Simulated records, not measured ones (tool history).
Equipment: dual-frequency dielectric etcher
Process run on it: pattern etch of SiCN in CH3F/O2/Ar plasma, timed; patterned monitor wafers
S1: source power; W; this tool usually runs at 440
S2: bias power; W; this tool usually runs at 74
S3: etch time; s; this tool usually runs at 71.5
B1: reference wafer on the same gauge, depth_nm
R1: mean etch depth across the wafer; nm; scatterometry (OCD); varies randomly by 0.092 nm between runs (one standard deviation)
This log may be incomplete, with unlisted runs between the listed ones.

Run 1, hour 0.0: usual settings; B1 28.48. Result: R1 27.01 nm.
Run 2, hour 26.4: usual settings; B1 28.50. Result: R1 26.91 nm.
Run 3, hour 91.5: usual settings; B1 28.51. Result: R1 26.92 nm.
Run 4, hour 153.5: usual settings; B1 28.50. Result: R1 26.91 nm.
At hour 207.3: wet clean of the chamber.
Run 5, hour 207.8: usual settings; B1 28.50. Result: R1 26.80 nm.
Run 6, hour 318.0: usual settings; B1 28.49. Result: R1 26.89 nm.
Run 7, hour 350.4: usual settings; B1 28.50. Result: R1 26.81 nm.
At hour 368.0: gauge calibrated.
Run 8, hour 415.6: usual settings but S3 53.5 s; B1 28.47. Result: R1 20.01 nm.
Run 9, hour 482.8: usual settings but S1 370 W, S2 86 W, S3 52.5 s; B1 28.48. Result: R1 19.41 nm.
Run 10, hour 508.3: usual settings but S1 340 W, S3 79.5 s; B1 28.48. Result: R1 26.96 nm.
Run 11, hour 550.8: usual settings; B1 28.50. Result: R1 26.51 nm.
Run 12, hour 594.1: usual settings but S1 370 W, S2 90 W, S3 81.5 s; B1 28.50. Result: R1 30.79 nm.
Run 13, hour 641.7: usual settings but S1 390 W; B1 28.52. Result: R1 25.55 nm.
Run 14, hour 677.7: usual settings; B1 28.49. Result: R1 26.80 nm.
At hour 723.8: upper electrode replaced.
At hour 747.8: bias power generator calibrated.
Run 15, hour 748.8: usual settings but S1 360 W, S3 80.0 s; B1 28.49. Result: R1 28.35 nm.
At hour 785.1: wet clean of the chamber.
Run 16, hour 785.6: usual settings but S2 86 W; B1 28.44. Result: R1 28.77 nm.
Run 17, hour 838.0: usual settings but S1 400 W; B1 28.50. Result: R1 26.29 nm.
Run 18, hour 889.4: usual settings but S1 360 W, S2 84 W; B1 28.54. Result: R1 26.43 nm.
Run 19, hour 935.5: usual settings but S3 82.0 s; B1 28.51. Result: R1 31.26 nm.
Run 20, hour 959.9: usual settings but S2 65 W, S3 83.0 s; B1 28.54. Result: R1 29.94 nm.
Run 21, hour 1021.6: usual settings but S2 91 W; B1 28.51. Result: R1 29.26 nm.
Run 22, hour 1071.8: usual settings but S1 550 W, S2 58 W, S3 62.0 s; B1 28.48. Result: R1 23.45 nm.
Run 23, hour 1142.4: usual settings; B1 28.50. Result: R1 27.11 nm.
Run 24, hour 1178.7: usual settings; B1 28.46. Result: R1 27.21 nm.
Run 25, hour 1242.6: usual settings but S1 470 W, S3 51.0 s; B1 28.46. Result: R1 19.82 nm.
Run 26, hour 1287.7: usual settings; B1 28.53. Result: R1 27.17 nm.
Run 27, hour 1320.7: usual settings but S1 400 W, S2 56 W, S3 57.5 s; B1 28.51. Result: R1 18.95 nm.
Run 28, hour 1350.2: usual settings but S2 66 W, S3 55.5 s; B1 28.49. Result: R1 20.15 nm.
At hour 1405.9: wet clean of the chamber.
Run 29, hour 1408.7: usual settings but S1 490 W, S3 80.5 s; B1 28.49. Result: R1 31.69 nm.

Each row is a separate what-if for the run after 29, all from the same tool condition, not one after another. Results?
Run A, hour 1409.1: usual settings but S3 87.0 s; B1 ?. Result: R1 ?.
Run B, hour 1409.1: usual settings but S1 350 W, S3 88.5 s; B1 ?. Result: R1 ?.
Run C, hour 1409.1: usual settings but S2 56 W, S3 90.0 s; B1 ?. Result: R1 ?.
Run D, hour 1409.1: usual settings but S1 470 W, S3 58.0 s; B1 ?. Result: R1 ?.
Run E, hour 1409.1: usual settings but S1 510 W; B1 ?. Result: R1 ?.

run     B1     R1
  A  28.47  32.84
  B  28.47  30.65
  C  28.47  30.64
  D  28.47  22.45
  E  28.47  28.54
The same runs, with their run-to-run variation unchanged, on a tool lacking any hidden condition would have given:
run     R1
  A  33.54
  B  31.30
  C  31.30
  D  22.93
  E  29.15
